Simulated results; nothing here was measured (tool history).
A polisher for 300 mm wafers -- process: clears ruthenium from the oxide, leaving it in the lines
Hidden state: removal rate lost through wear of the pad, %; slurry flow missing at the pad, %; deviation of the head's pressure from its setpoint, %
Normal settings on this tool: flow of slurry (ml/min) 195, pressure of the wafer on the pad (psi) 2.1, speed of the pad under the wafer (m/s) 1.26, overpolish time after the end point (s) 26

run     day  flow of slurry (ml/min)  pressure of the wafer on the pad (psi)  speed of the pad under the wafer (m/s)  overpolish time after the end point (s)  wafers since the last listed run  wafers polished on this pad  hours since the slurry nozzle was cleaned  hours since the head pressure was calibrated  incoming thickness of the incoming film, nm  time until the end point was called (s)
  1   0.000                      195                                     2.1                                    1.26                                       26                                 0                          217                                      231.7                                         119.0                                        190.0                                    123.8
  2   0.379                      195                                     2.1                                    1.26                                       26                                46                          264                                      240.8                                         128.1                                        190.9                                    125.7
  3   0.858                      195                                     2.1                                    1.26                                       26                                58                          322                                      252.3                                         139.6                                        191.5                                    125.0
  4   1.458                      230                                     2.1                                    1.26                                       22                                73                          395                                      266.7                                         154.0                                        188.9                                    120.8
  5   1.908                      195                                     2.1                                    1.26                                       26                                54                          450                                      277.5                                         164.8                                        187.4                                    122.3
  6   2.358                      195                                     2.1                                    1.26                                       26                                54                          505                                      288.3                                         175.6                                        190.0                                    127.9
  7   2.904                      195                                     2.1                                    1.26                                       26                                66                          571                                      301.4                                         188.7                                        192.2                                    123.9
  8   3.558                      195                                     2.1                                    1.26                                       26                                79                          651                                      317.1                                         204.4                                        185.9                                    122.2
  9   4.021                      195                                     2.1                                    1.26                                       26                                56                          708                                      328.2                                         215.5                                        194.3                                    125.4
 10   4.600                      195                                     2.1                                    1.26                                       26                                70                          778                                      342.1                                         229.4                                        192.1                                    123.7
 11   5.188                      195                                     2.1                                    1.26                                       26                                71                          850                                      356.2                                         243.5                                        191.3                                    126.4
 12   5.767                      195                                     1.5                                    1.26                                       26                                70                          920                                      370.1                                         257.4                                        190.8                                    175.0
      6.162  -- slurry nozzle cleaned
      6.167  -- worn pad replaced by a new one
 13   6.217                      260                                     2.1                                    1.26                                       20                                49                            6                                        1.3                                         268.2                                        191.5                                    123.1
 14   6.592                      155                                     2.5                                    1.26                                       12                                45                           51                                       10.3                                         277.2                                        190.8                                    107.5
 15   6.950                      215                                     1.9                                    1.06                                       18                                43                           95                                       18.9                                         285.8                                        190.0                                    164.3
 16   7.262                      195                                     2.1                                    1.66                                       31                                38                          133                                       26.4                                         293.3                                        192.9                                     95.6
 17   7.662                      195                                     2.1                                    1.26                                       26                                48                          182                                       36.0                                         302.9                                        189.0                                    124.2
      8.171  -- head pressure recalibrated
 18   8.408                      195                                     2.1                                    1.26                                       26                                80                          263                                       53.9                                           5.7                                        188.5                                    124.2
 19   8.942                      195                                     1.8                                    1.26                                       34                                65                          328                                       66.7                                          18.5                                        188.7                                    144.2
 20   9.225                      195                                     2.1                                    1.42                                       26                                34                          362                                       73.5                                          25.3                                        189.3                                    107.4
 21   9.929                      165                                     1.5                                    1.26                                       26                                85                          448                                       90.4                                          42.2                                        193.0                                    180.5
 22  10.350                      195                                     1.8                                    1.26                                       34                                51                          499                                      100.5                                          52.3                                        189.5                                    144.5

Below are 4 alternative next runs, each starting from the tool's condition after run 22. Predict each:
  A  10.371                      175                                     2.1                                    1.26                                       26                                 2                          502                                      101.0                                          52.8                                        188.4                                        ?
  B  10.371                      170                                     1.7                                    1.54                                       10                                 2                          502                                      101.0                                          52.8                                        188.4                                        ?
  C  10.371                      195                                     1.6                                    1.26                                       21                                 2                          502                                      101.0                                          52.8                                        188.4                                        ?
  D  10.371                      130                                     2.6                                    1.08                                       40                                 2                          502                                      101.0                                          52.8                                        188.4                                        ?

run  time until the end point was called (s)
  A                                    123.4
  B                                    125.0
  C                                    160.6
  D                                    119.2
Without the tool's unlogged condition, the same runs would have read:
run  time until the end point was called (s)
  A                                    123.4
  B                                    125.0
  C                                    160.6
  D                                    119.2
